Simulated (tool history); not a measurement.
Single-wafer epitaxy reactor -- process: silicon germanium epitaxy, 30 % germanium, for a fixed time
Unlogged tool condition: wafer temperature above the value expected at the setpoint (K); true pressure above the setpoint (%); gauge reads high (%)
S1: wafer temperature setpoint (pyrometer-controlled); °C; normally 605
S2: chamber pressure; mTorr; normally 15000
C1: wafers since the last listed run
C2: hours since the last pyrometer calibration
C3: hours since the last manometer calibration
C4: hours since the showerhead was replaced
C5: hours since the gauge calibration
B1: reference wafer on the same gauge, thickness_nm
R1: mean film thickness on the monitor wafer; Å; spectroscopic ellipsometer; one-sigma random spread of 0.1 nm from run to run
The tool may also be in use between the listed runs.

run 1 hour=0 | S1=605 S2=15000 | C1=0 C2=2702.4 C3=2072.7 C4=2390.6 C5=90.5 | B1=61.786 | R1=642.28
run 2 hour=26.8 | S1=605 S2=15000 | C1=427 C2=2729.2 C3=2099.5 C4=2417.4 C5=117.3 | B1=61.798 | R1=641.98
run 3 hour=38.9 | S1=605 S2=15000 | C1=193 C2=2741.3 C3=2111.6 C4=2429.5 C5=129.4 | B1=61.795 | R1=640.66
run 4 hour=44.9 | S1=605 S2=15000 | C1=95 C2=2747.3 C3=2117.6 C4=2435.5 C5=135.4 | B1=61.804 | R1=639.48
run 5 hour=55 | S1=605 S2=15000 | C1=161 C2=2757.4 C3=2127.7 C4=2445.6 C5=145.5 | B1=61.791 | R1=641.65
run 6 hour=67 | S1=605 S2=15000 | C1=191 C2=2769.4 C3=2139.7 C4=2457.6 C5=157.5 | B1=61.827 | R1=640.73
run 7 hour=80.9 | S1=605 S2=15000 | C1=221 C2=2783.3 C3=2153.6 C4=2471.5 C5=171.4 | B1=61.797 | R1=640.43
run 8 hour=89 | S1=605 S2=15000 | C1=129 C2=2791.4 C3=2161.7 C4=2479.6 C5=179.5 | B1=61.801 | R1=639.61
run 9 hour=100.3 | S1=605 S2=15000 | C1=180 C2=2802.7 C3=2173 C4=2490.9 C5=190.8 | B1=61.824 | R1=639.4
run 10 hour=111.6 | S1=605 S2=15000 | C1=180 C2=2814 C3=2184.3 C4=2502.2 C5=202.1 | B1=61.786 | R1=639.56
run 11 hour=122.7 | S1=605 S2=15000 | C1=177 C2=2825.1 C3=2195.4 C4=2513.3 C5=213.2 | B1=61.792 | R1=639.44
run 12 hour=132 | S1=605 S2=15000 | C1=148 C2=2834.4 C3=2204.7 C4=2522.6 C5=222.5 | B1=61.788 | R1=640.06
run 13 hour=142 | S1=605 S2=15000 | C1=159 C2=2844.4 C3=2214.7 C4=2532.6 C5=232.5 | B1=61.799 | R1=637.52
-- hour=148.3 gauge calibrated
run 14 hour=149.1 | S1=605 S2=15000 | C1=113 C2=2851.5 C3=2221.8 C4=2539.7 C5=0.8 | B1=61.79 | R1=638
run 15 hour=155.1 | S1=601 S2=15900 | C1=95 C2=2857.5 C3=2227.8 C4=2545.7 C5=6.8 | B1=61.791 | R1=595.11
-- hour=168.3 capacitance manometer re-zeroed and calibrated
run 16 hour=168.8 | S1=601 S2=15900 | C1=90 C2=2871.2 C3=0.5 C4=2559.4 C5=20.5 | B1=61.802 | R1=596.88
run 17 hour=181.8 | S1=594 S2=12100 | C1=207 C2=2884.2 C3=13.5 C4=2572.4 C5=33.5 | B1=61.81 | R1=480.4
-- hour=196.9 pyrometer calibrated
run 18 hour=208.3 | S1=610 S2=12100 | C1=295 C2=11.4 C3=40 C4=2598.9 C5=60 | B1=61.797 | R1=716.61
run 19 hour=214.5 | S1=619 S2=16000 | C1=98 C2=17.6 C3=46.2 C4=2605.1 C5=66.2 | B1=61.791 | R1=916.88
run 20 hour=259.1 | S1=599 S2=17300 | C1=711 C2=62.2 C3=90.8 C4=2649.7 C5=110.8 | B1=61.807 | R1=623.07
-- hour=271.2 showerhead replaced
run 21 hour=273.7 | S1=616 S2=12600 | C1=105 C2=76.8 C3=105.4 C4=2.5 C5=125.4 | B1=61.815 | R1=814.71
run 22 hour=288.5 | S1=605 S2=15000 | C1=236 C2=91.6 C3=120.2 C4=17.3 C5=140.2 | B1=61.772 | R1=680.11
run 23 hour=303.5 | S1=601 S2=18600 | C1=239 C2=106.6 C3=135.2 C4=32.3 C5=155.2 | B1=61.828 | R1=662.11
run 24 hour=356.2 | S1=612 S2=11500 | C1=841 C2=159.3 C3=187.9 C4=85 C5=207.9 | B1=61.81 | R1=738.17
run 25 hour=365.6 | S1=615 S2=15000 | C1=150 C2=168.7 C3=197.3 C4=94.4 C5=217.3 | B1=61.785 | R1=834.51
-- hour=413.3 gauge calibrated
run 26 hour=416.3 | S1=605 S2=15000 | C1=809 C2=219.4 C3=248 C4=145.1 C5=3 | B1=61.793 | R1=678.19
run 27 hour=432.8 | S1=617 S2=15000 | C1=263 C2=235.9 C3=264.5 C4=161.6 C5=19.5 | B1=61.807 | R1=868.32
run 28 hour=442 | S1=605 S2=15000 | C1=146 C2=245.1 C3=273.7 C4=170.8 C5=28.7 | B1=61.779 | R1=682.96
run 29 hour=454.4 | S1=617 S2=13100 | C1=197 C2=257.5 C3=286.1 C4=183.2 C5=41.1 | B1=61.811 | R1=840.1
run 30 hour=467.9 | S1=605 S2=15000 | C1=215 C2=271 C3=299.6 C4=196.7 C5=54.6 | B1=61.806 | R1=681.41
run 31 hour=484.5 | S1=612 S2=13200 | C1=264 C2=287.6 C3=316.2 C4=213.3 C5=71.2 | B1=61.795 | R1=760.38

Run 32 has not been measured yet. What should we expect?
run 32 hour=493.1 | S1=595 S2=14000 | C1=137 C2=296.2 C3=324.8 C4=221.9 C5=79.8 | B1=? | R1=?

{"run 32": {"B1": 61.821, "R1": 541.82}}
Take away the tool's hidden state, keep the run-to-run variation as it was, and the same run would have given R1 541.48 Å.
